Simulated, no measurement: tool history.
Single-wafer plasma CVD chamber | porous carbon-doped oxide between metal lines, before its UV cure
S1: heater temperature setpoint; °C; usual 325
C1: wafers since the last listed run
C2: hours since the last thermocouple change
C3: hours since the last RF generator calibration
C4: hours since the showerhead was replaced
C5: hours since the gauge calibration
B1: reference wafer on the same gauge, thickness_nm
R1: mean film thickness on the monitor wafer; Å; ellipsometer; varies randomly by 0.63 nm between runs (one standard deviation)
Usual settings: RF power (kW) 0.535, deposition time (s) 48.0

{"run": 1, "hour": 0.0, "S1": 325, "RF power (kW)": 0.535, "deposition time (s)": 48.0, "C1": 0, "C2": 853.5, "C3": 1259.4, "C4": 6363.4, "C5": 39.2, "B1": 241.766, "R1": 2078.6}
{"run": 2, "hour": 10.0, "S1": 325, "RF power (kW)": 0.535, "deposition time (s)": 48.0, "C1": 130, "C2": 863.5, "C3": 1269.4, "C4": 6373.4, "C5": 49.2, "B1": 241.727, "R1": 2073.23}
{"run": 3, "hour": 17.5, "S1": 325, "RF power (kW)": 0.535, "deposition time (s)": 48.0, "C1": 97, "C2": 871.0, "C3": 1276.9, "C4": 6380.9, "C5": 56.7, "B1": 241.846, "R1": 2062.81}
{"run": 4, "hour": 30.6, "S1": 325, "RF power (kW)": 0.535, "deposition time (s)": 48.0, "C1": 170, "C2": 884.1, "C3": 1290.0, "C4": 6394.0, "C5": 69.8, "B1": 242.017, "R1": 2076.69}
{"run": 5, "hour": 39.6, "S1": 325, "RF power (kW)": 0.535, "deposition time (s)": 48.0, "C1": 117, "C2": 893.1, "C3": 1299.0, "C4": 6403.0, "C5": 78.8, "B1": 242.05, "R1": 2061.74}
{"run": 6, "hour": 56.4, "S1": 325, "RF power (kW)": 0.535, "deposition time (s)": 48.0, "C1": 218, "C2": 909.9, "C3": 1315.8, "C4": 6419.8, "C5": 95.6, "B1": 242.175, "R1": 2063.61}
{"hour": 79.4, "done": "thermocouple changed; heater temperature recalibrated"}
{"run": 7, "hour": 79.9, "S1": 331, "RF power (kW)": 0.535, "deposition time (s)": 48.0, "C1": 201, "C2": 0.5, "C3": 1339.3, "C4": 6443.3, "C5": 119.1, "B1": 241.897, "R1": 1997.44}
{"run": 8, "hour": 84.3, "S1": 325, "RF power (kW)": 0.535, "deposition time (s)": 48.0, "C1": 57, "C2": 4.9, "C3": 1343.7, "C4": 6447.7, "C5": 123.5, "B1": 241.788, "R1": 2065.49}
{"hour": 87.1, "done": "gauge calibrated"}
{"hour": 112.3, "done": "RF generator calibrated"}
{"run": 9, "hour": 134.3, "S1": 325, "RF power (kW)": 0.535, "deposition time (s)": 48.0, "C1": 546, "C2": 54.9, "C3": 22.0, "C4": 6497.7, "C5": 47.2, "B1": 241.975, "R1": 1975.37}
{"hour": 153.9, "done": "RF generator calibrated, repeated, since the last time left the tool worse"}
{"run": 10, "hour": 154.4, "S1": 325, "RF power (kW)": 0.455, "deposition time (s)": 56.1, "C1": 157, "C2": 75.0, "C3": 0.5, "C4": 6517.8, "C5": 67.3, "B1": 242.012, "R1": 2145.55}
{"run": 11, "hour": 165.4, "S1": 314, "RF power (kW)": 0.475, "deposition time (s)": 38.5, "C1": 143, "C2": 86.0, "C3": 11.5, "C4": 6528.8, "C5": 78.3, "B1": 242.062, "R1": 1686.58}
{"hour": 180.0, "done": "showerhead replaced"}
{"run": 12, "hour": 180.5, "S1": 325, "RF power (kW)": 0.595, "deposition time (s)": 48.0, "C1": 92, "C2": 101.1, "C3": 26.6, "C4": 0.5, "C5": 93.4, "B1": 242.145, "R1": 2422.43}
{"run": 13, "hour": 186.5, "S1": 325, "RF power (kW)": 0.44, "deposition time (s)": 48.0, "C1": 78, "C2": 107.1, "C3": 32.6, "C4": 6.5, "C5": 99.4, "B1": 241.817, "R1": 1772.85}
{"run": 14, "hour": 197.4, "S1": 325, "RF power (kW)": 0.435, "deposition time (s)": 50.4, "C1": 141, "C2": 118.0, "C3": 43.5, "C4": 17.4, "C5": 110.3, "B1": 242.029, "R1": 1843.63}
{"hour": 228.2, "done": "gauge calibrated"}
{"run": 15, "hour": 230.3, "S1": 332, "RF power (kW)": 0.43, "deposition time (s)": 55.6, "C1": 428, "C2": 150.9, "C3": 76.4, "C4": 50.3, "C5": 2.1, "B1": 242.172, "R1": 1908.93}

Here are 4 independent what-if runs from the current tool condition. What would each one return?
{"run": "A", "hour": 230.7, "S1": 325, "RF power (kW)": 0.535, "deposition time (s)": 48.0, "C1": 5, "C2": 151.3, "C3": 76.8, "C4": 50.7, "C5": 2.5, "B1": "?", "R1": "?"}
{"run": "B", "hour": 230.7, "S1": 332, "RF power (kW)": 0.63, "deposition time (s)": 42.5, "C1": 5, "C2": 151.3, "C3": 76.8, "C4": 50.7, "C5": 2.5, "B1": "?", "R1": "?"}
{"run": "C", "hour": 230.7, "S1": 325, "RF power (kW)": 0.535, "deposition time (s)": 42.9, "C1": 5, "C2": 151.3, "C3": 76.8, "C4": 50.7, "C5": 2.5, "B1": "?", "R1": "?"}
{"run": "D", "hour": 230.7, "S1": 333, "RF power (kW)": 0.58, "deposition time (s)": 48.0, "C1": 5, "C2": 151.3, "C3": 76.8, "C4": 50.7, "C5": 2.5, "B1": "?", "R1": "?"}

run=A B1=242.320 R1=2207.68
run=B B1=242.320 R1=2190.58
run=C B1=242.320 R1=1978.08
run=D B1=242.320 R1=2279.93
With no hidden state in the tool, these same runs would have given:
run=A R1=2217.97
run=B R1=2200.43
run=C R1=1987.30
run=D R1=2290.34
